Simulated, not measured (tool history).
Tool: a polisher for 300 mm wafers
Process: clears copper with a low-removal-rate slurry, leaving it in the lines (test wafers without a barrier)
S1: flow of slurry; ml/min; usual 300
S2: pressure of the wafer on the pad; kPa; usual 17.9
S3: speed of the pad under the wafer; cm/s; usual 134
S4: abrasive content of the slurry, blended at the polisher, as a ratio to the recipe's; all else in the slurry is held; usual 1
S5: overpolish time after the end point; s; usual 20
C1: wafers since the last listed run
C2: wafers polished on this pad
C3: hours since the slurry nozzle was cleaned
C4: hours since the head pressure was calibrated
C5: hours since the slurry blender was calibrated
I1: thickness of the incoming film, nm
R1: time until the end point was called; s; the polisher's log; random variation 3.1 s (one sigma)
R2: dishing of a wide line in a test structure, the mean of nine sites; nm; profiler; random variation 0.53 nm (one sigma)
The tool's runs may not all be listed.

run	hour	S1	S2	S3	S4	S5	C1	C2	C3	C4	C5	I1	R1	R2
1	0	300	17.9	108	1	28	0	27	39.5	963.4	23	571.4	230.8	32.6
2	53.2	300	17.9	108	1	28	191	218	92.7	1016.6	76.2	570.3	231	32.7
3	68.3	300	17.9	108	1	28	54	272	107.8	1031.7	91.3	556	233.4	32.5
4	84.8	300	17.9	134	1	20	59	332	124.3	1048.2	107.8	555.4	186.7	28.5
5	97.4	300	17.9	134	1	20	45	377	136.9	1060.8	120.4	564.1	189.7	28.9
6	114.2	300	17.9	134	1	20	60	437	153.7	1077.6	137.2	555.7	180.7	28.8
7	124.5	300	17.9	134	1	12	37	474	164	1087.9	147.5	556.6	194.2	20
8	132.3	300	17.9	134	1	11	28	502	171.8	1095.7	155.3	563.6	189.2	19.1
9	147.4	300	17.9	134	0.85	26	54	557	186.9	1110.8	170.4	556.1	197.2	33.8
10	158.5	250	12.4	134	1	24	39	597	198	1121.9	181.5	557.9	261.4	25.2
# hour 183.4: worn pad replaced by a new one
11	210.7	300	17.9	134	1	20	173	98	250.2	1174.1	233.7	561	195.5	28.3
12	216.9	330	17.9	134	0.75	20	22	120	256.4	1180.3	239.9	562.4	213.4	28.2
# hour 229.9: head pressure recalibrated
13	231.7	300	17.9	134	1	20	46	166	271.2	1.8	254.7	556.9	193.9	29.1
# hour 237.9: slurry blender recalibrated
14	238.4	300	17.9	134	1	20	16	183	277.9	8.5	0.5	566.1	195.6	28.5
# hour 248: slurry nozzle cleaned
15	251	300	17.9	134	1.1	20	41	225	3	21.1	13.1	557.3	174.8	30.3
16	257.7	300	20	172	1	29	24	249	9.7	27.8	19.8	551	128.9	45.7
17	271.7	300	15.9	134	1	20	50	299	23.7	41.8	33.8	561.1	208	27.4
18	280.3	300	17.9	156	1	26	30	330	32.3	50.4	42.4	565.5	168	38.7
19	297.9	390	17.9	134	1	20	63	393	49.9	68	60	556.3	177	29.8
20	311.5	300	13.1	134	1	20	48	442	63.5	81.6	73.6	566.9	242.8	24
21	322.6	300	17.9	102	1	20	39	482	74.6	92.7	84.7	552.6	239.7	24.4
22	334.9	300	13.1	134	1	20	44	526	86.9	105	97	555.7	250.9	24.3
23	342.7	300	20	150	0.8	32	28	554	94.7	112.8	104.8	568	166.2	42.2
24	352.7	300	17.9	134	1.25	9	35	590	104.7	122.8	114.8	550	172.4	17.1
25	359.1	300	17.9	134	1	26	23	613	111.1	129.2	121.2	564.7	187.7	35.4
# hour 367.5: worn pad replaced by a new one
26	368.3	300	17.9	134	1	20	18	2	120.3	138.4	130.4	559.7	188.5	29
27	377.1	365	22.1	154	0.75	20	31	34	129.1	147.2	139.2	557.1	148.7	35.3
28	384	300	17.9	152	1.2	20	24	59	136	154.1	146.1	560.8	162	32.7

Hidden state at the last listed run before each entry between runs and at the first one after, where it differs:
Between runs 10 and 11: worn pad replaced by a new one (hour 183.4)
  slurry flow missing at the pad, %: 26.1 -> 32.4
  measured less the result without the state, R1: +11 -> +9.3 s; R2: -0.7 -> -1 nm
Between runs 12 and 13: head pressure recalibrated (hour 229.9)
  slurry flow missing at the pad, %: 33.2 -> 35
  measured less the result without the state, R1: +9.6 -> +10.3 s; R2: -1 -> -1.1 nm
Between runs 13 and 14: slurry blender recalibrated (hour 237.9)
  slurry flow missing at the pad, %: 35 -> 35.8
  measured less the result without the state, R1: +10.3 -> +10.8 s; R2: -1.1 -> -1.1 nm
Between runs 14 and 15: slurry nozzle cleaned (hour 248)
  slurry flow missing at the pad, %: 35.8 -> 1.41
  measured less the result without the state, R1: +10.8 -> +0.3 s; R2: -1.1 -> +0 nm
Between runs 25 and 26: worn pad replaced by a new one (hour 367.5)
  slurry flow missing at the pad, %: 14.5 -> 15.6
  measured less the result without the state, R1: +3.1 -> +3.5 s; R2: -0.4 -> -0.4 nm

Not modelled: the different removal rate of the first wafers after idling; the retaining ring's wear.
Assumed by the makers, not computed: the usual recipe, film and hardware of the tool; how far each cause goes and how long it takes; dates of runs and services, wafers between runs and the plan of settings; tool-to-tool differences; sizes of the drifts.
